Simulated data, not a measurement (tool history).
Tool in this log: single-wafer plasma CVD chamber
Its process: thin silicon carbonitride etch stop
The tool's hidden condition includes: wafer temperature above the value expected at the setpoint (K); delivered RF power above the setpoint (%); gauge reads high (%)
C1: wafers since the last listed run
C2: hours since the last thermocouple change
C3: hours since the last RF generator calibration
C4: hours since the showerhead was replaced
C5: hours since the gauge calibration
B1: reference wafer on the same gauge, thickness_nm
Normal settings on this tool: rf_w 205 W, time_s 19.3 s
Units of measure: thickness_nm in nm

{"run": 1, "hour": 0.0, "rf_w": 205, "time_s": 19.3, "C1": 0, "C2": 1551.7, "C3": 681.4, "C4": 6431.5, "C5": 41, "B1": 9.398, "thickness_nm": 10.151}
{"run": 2, "hour": 12.4, "rf_w": 205, "time_s": 19.3, "C1": 414, "C2": 1564.1, "C3": 693.8, "C4": 6443.9, "C5": 53.4, "B1": 9.396, "thickness_nm": 10.124}
{"run": 3, "hour": 19.5, "rf_w": 205, "time_s": 19.3, "C1": 237, "C2": 1571.2, "C3": 700.9, "C4": 6451, "C5": 60.5, "B1": 9.401, "thickness_nm": 10.118}
{"run": 4, "hour": 32.8, "rf_w": 205, "time_s": 19.3, "C1": 444, "C2": 1584.5, "C3": 714.2, "C4": 6464.3, "C5": 73.8, "B1": 9.402, "thickness_nm": 10.141}
{"run": 5, "hour": 42.7, "rf_w": 205, "time_s": 19.3, "C1": 330, "C2": 1594.4, "C3": 724.1, "C4": 6474.2, "C5": 83.7, "B1": 9.399, "thickness_nm": 10.131}
{"run": 6, "hour": 59.4, "rf_w": 205, "time_s": 19.3, "C1": 557, "C2": 1611.1, "C3": 740.8, "C4": 6490.9, "C5": 100.4, "B1": 9.396, "thickness_nm": 10.109}
{"run": 7, "hour": 69.2, "rf_w": 205, "time_s": 19.3, "C1": 327, "C2": 1620.9, "C3": 750.6, "C4": 6500.7, "C5": 110.2, "B1": 9.398, "thickness_nm": 10.123}
{"hour": 78.6, "done": "showerhead replaced"}
{"run": 8, "hour": 79.1, "rf_w": 205, "time_s": 19.3, "C1": 63, "C2": 1630.8, "C3": 760.5, "C4": 0.5, "C5": 120.1, "B1": 9.403, "thickness_nm": 10.124}
{"run": 9, "hour": 92.6, "rf_w": 205, "time_s": 19.3, "C1": 450, "C2": 1644.3, "C3": 774, "C4": 14, "C5": 133.6, "B1": 9.401, "thickness_nm": 10.097}
{"run": 10, "hour": 103.5, "rf_w": 205, "time_s": 19.3, "C1": 363, "C2": 1655.2, "C3": 784.9, "C4": 24.9, "C5": 144.5, "B1": 9.401, "thickness_nm": 10.114}
{"run": 11, "hour": 115.2, "rf_w": 225, "time_s": 16.9, "C1": 390, "C2": 1666.9, "C3": 796.6, "C4": 36.6, "C5": 156.2, "B1": 9.399, "thickness_nm": 9.254}
{"run": 12, "hour": 132.2, "rf_w": 165, "time_s": 19.3, "C1": 567, "C2": 1683.9, "C3": 813.6, "C4": 53.6, "C5": 173.2, "B1": 9.405, "thickness_nm": 9.019}
{"hour": 138.6, "done": "gauge calibrated"}
{"hour": 140.9, "done": "thermocouple changed; heater temperature recalibrated"}
{"run": 13, "hour": 146.3, "rf_w": 205, "time_s": 19.3, "C1": 203, "C2": 5.4, "C3": 827.7, "C4": 67.7, "C5": 7.7, "B1": 9.396, "thickness_nm": 10.103}
{"run": 14, "hour": 155.7, "rf_w": 230, "time_s": 17.1, "C1": 313, "C2": 14.8, "C3": 837.1, "C4": 77.1, "C5": 17.1, "B1": 9.397, "thickness_nm": 9.416}
{"run": 15, "hour": 167.9, "rf_w": 205, "time_s": 21, "C1": 407, "C2": 27, "C3": 849.3, "C4": 89.3, "C5": 29.3, "B1": 9.4, "thickness_nm": 10.976}
{"hour": 182.2, "done": "RF generator calibrated"}
{"run": 16, "hour": 182.7, "rf_w": 220, "time_s": 16.3, "C1": 227, "C2": 41.8, "C3": 0.5, "C4": 104.1, "C5": 44.1, "B1": 9.399, "thickness_nm": 9.012}
{"run": 17, "hour": 191.6, "rf_w": 205, "time_s": 19.3, "C1": 297, "C2": 50.7, "C3": 9.4, "C4": 113, "C5": 53, "B1": 9.396, "thickness_nm": 10.329}
{"run": 18, "hour": 201.2, "rf_w": 205, "time_s": 22.2, "C1": 320, "C2": 60.3, "C3": 19, "C4": 122.6, "C5": 62.6, "B1": 9.406, "thickness_nm": 11.858}
{"run": 19, "hour": 216.6, "rf_w": 205, "time_s": 19.3, "C1": 514, "C2": 75.7, "C3": 34.4, "C4": 138, "C5": 78, "B1": 9.399, "thickness_nm": 10.309}
{"run": 20, "hour": 229.9, "rf_w": 205, "time_s": 20.6, "C1": 444, "C2": 89, "C3": 47.7, "C4": 151.3, "C5": 91.3, "B1": 9.403, "thickness_nm": 10.98}

For each entry between runs, how does the tool's hidden state at the last listed run before it compare with that at the first listed run after it?
Runs 7 to 8: showerhead replaced (hour 78.6)
  delivered RF power above the setpoint (%): -5.05 -> -5.11
  difference, measured minus the result without the unlogged condition, thickness_nm: -0.259 -> -0.262 nm
Runs 12 to 13: gauge calibrated (hour 138.6); thermocouple changed; heater temperature recalibrated (hour 140.9)
  delivered RF power above the setpoint (%): -5.44 -> -5.53
  difference, measured minus the result without the unlogged condition, thickness_nm: -0.25 -> -0.285 nm
Runs 15 to 16: RF generator calibrated (hour 182.2)
  delivered RF power above the setpoint (%): -5.66 -> -1.14
  difference, measured minus the result without the unlogged condition, thickness_nm: -0.318 -> -0.049 nm
